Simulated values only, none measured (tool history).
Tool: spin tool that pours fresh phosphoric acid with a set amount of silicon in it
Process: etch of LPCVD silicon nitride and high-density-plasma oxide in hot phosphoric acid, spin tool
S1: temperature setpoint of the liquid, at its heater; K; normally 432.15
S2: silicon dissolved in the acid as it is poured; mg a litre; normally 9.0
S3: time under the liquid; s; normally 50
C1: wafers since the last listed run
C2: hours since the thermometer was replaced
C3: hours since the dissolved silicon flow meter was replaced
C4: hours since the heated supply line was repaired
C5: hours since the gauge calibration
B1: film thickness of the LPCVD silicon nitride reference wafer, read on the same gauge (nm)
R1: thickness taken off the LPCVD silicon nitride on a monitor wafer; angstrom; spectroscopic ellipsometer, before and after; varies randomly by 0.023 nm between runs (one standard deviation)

run     day      S1    S2  S3    C1      C2     C3      C4      C5      B1     R1
  1   0.000  432.15   9.0  50     0   798.9  208.7  1159.9  1324.7  89.997  41.64
  2   1.575  432.15   9.0  50   557   836.7  246.5  1197.7  1362.5  89.939  41.48
  3   2.621  431.15  13.5  50   370   861.8  271.6  1222.8  1387.6  90.061  40.08
      3.004  -- gauge calibrated
  4   5.550  429.65   9.0  35  1036   932.1  341.9  1293.1    61.1  90.006  26.51
  5   7.342  433.65   9.0  50   634   975.1  384.9  1336.1   104.1  90.013  43.68
  6   9.162  432.15   9.0  35   644  1018.8  428.6  1379.8   147.8  89.997  28.59
      9.662  -- thermometer replaced
  7  10.442  432.15   9.0  35   438    18.7  459.3  1410.5   178.5  89.988  30.67
  8  11.896  433.15   9.0  50   514    53.6  494.2  1445.4   213.4  90.009  44.77
     12.654  -- dissolved silicon flow meter replaced
  9  18.517  432.15   7.5  30  2329   212.5  140.7  1604.3   372.3  90.002  26.01
     19.262  -- heated supply line repaired
 10  20.100  432.15   9.0  30   545   250.5  178.7    20.1   410.3  90.030  25.57
 11  21.138  433.65  12.0  25   367   275.4  203.6    45.0   435.2  89.999  22.55
 12  23.758  432.15   9.0  50   927   338.3  266.5   107.9   498.1  89.982  42.83
 13  26.175  434.15   9.0  50   855   396.3  324.5   165.9   556.1  90.012  45.81
 14  29.050  434.65   9.0  65  1017   465.3  393.5   234.9   625.1  90.041  59.92
 15  31.333  435.15  14.5  70   808   520.1  448.3   289.7   679.9  89.976  65.39
 16  32.738  434.15   2.0  50   497   553.8  482.0   323.4   713.6  89.991  45.59
 17  34.921  429.65   9.0  50   772   606.2  534.4   375.8   766.0  89.979  38.75
     35.017  -- dissolved silicon flow meter replaced
 18  36.579  430.15  11.0  75   572   646.0   37.5   415.6   805.8  89.992  58.61
 19  37.754  432.15   9.0  50   415   674.2   65.7   443.8   834.0  90.015  41.58
 20  39.621  435.15   9.0  65   660   719.0  110.5   488.6   878.8  90.028  60.35
 21  42.092  431.15  13.5  30   874   778.3  169.8   547.9   938.1  89.987  23.97
     42.692  -- thermometer replaced
 22  44.067  432.15   9.0  50   684    33.0  217.2   595.3   985.5  89.976  44.07

Same runs, no hidden state in the tool, same run-to-run variation:
What the log doesn't record here: liquid colder than its thermometer reads (K); dissolved silicon flow above the setpoint (%); temperature lost on the way to the wafer (K); gauge reads high (%).
run     R1
  1  44.32
  2  44.27
  3  42.86
  4  28.68
  5  47.07
  6  30.92
  7  30.98
  8  45.35
  9  26.65
 10  26.28
 11  23.22
 12  44.31
 13  47.57
 14  62.52
 15  68.50
 16  47.88
 17  40.89
 18  62.03
 19  44.08
 20  64.13
 21  25.62
 22  44.28
